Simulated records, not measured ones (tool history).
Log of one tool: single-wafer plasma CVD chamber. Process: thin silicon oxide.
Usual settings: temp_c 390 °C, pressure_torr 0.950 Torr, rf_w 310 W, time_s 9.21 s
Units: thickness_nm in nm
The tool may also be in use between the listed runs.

run,hour,temp_c,pressure_torr,rf_w,time_s,"read-back reference wafer on the same gauge, thickness_nm",thickness_nm
1,0.0,390,0.826,310,9.21,20.100,15.992
2,59.9,390,0.826,310,9.21,20.084,16.041
3,100.7,390,0.950,310,9.21,20.102,18.440
4,151.0,390,0.950,310,9.21,20.107,18.496
5,177.3,390,0.877,310,9.21,20.096,16.944
6,239.8,390,0.877,310,9.21,20.099,16.956
7,422.6,390,0.877,310,9.21,20.100,17.050
8,463.3,390,0.845,310,9.21,20.086,16.322
9,494.3,390,0.950,310,9.21,20.095,18.391
10,556.1,385,0.950,310,10.09,20.105,20.185
11,702.8,404,0.950,260,9.21,20.109,16.577
12,727.9,390,0.950,255,10.86,20.101,19.580
13,763.3,390,0.950,310,9.21,20.111,18.324
14,790.4,384,0.950,270,7.52,20.123,14.005
# hour 811.9: thermocouple changed; heater temperature recalibrated
15,830.0,390,0.950,310,9.21,20.095,18.389
# hour 842.0: gauge calibrated
# hour 842.9: RF generator calibrated
# hour 862.8: showerhead replaced, of another model than before
16,881.4,390,1.049,310,9.88,20.100,21.377
# hour 920.5: capacitance manometer re-zeroed and calibrated
17,921.0,390,0.950,310,7.94,20.088,16.232
18,964.3,390,0.950,310,9.21,20.105,18.618
19,1014.5,390,0.950,270,9.87,20.114,17.489
20,1179.3,390,0.852,310,9.21,20.114,17.152
21,1215.2,385,0.950,370,9.21,20.109,20.891
22,1267.2,390,0.733,310,9.21,20.088,15.324
23,1320.6,382,0.950,250,9.21,20.104,14.753
24,1347.0,405,0.785,325,9.21,20.097,16.611
25,1411.9,390,0.950,310,9.21,20.085,18.196
26,1564.8,401,1.100,340,8.73,20.115,19.910
27,1620.5,400,0.950,310,9.21,20.106,18.038
28,1673.3,378,0.716,310,11.02,20.087,18.060
29,1743.1,390,1.076,350,10.80,20.110,24.894

3 ways to go on from here, each from the tool as it stands after run 29. What would each give?
A,1743.5,390,0.950,310,9.21,?,?
B,1743.5,377,0.855,310,7.83,?,?
C,1743.5,390,0.950,310,10.27,?,?

run,"read-back reference wafer on the same gauge, thickness_nm",thickness_nm
A,20.099,18.089
B,20.099,14.451
C,20.099,20.165
Without the tool's hidden state the same runs would have given:
run,thickness_nm
A,18.890
B,15.092
C,21.058
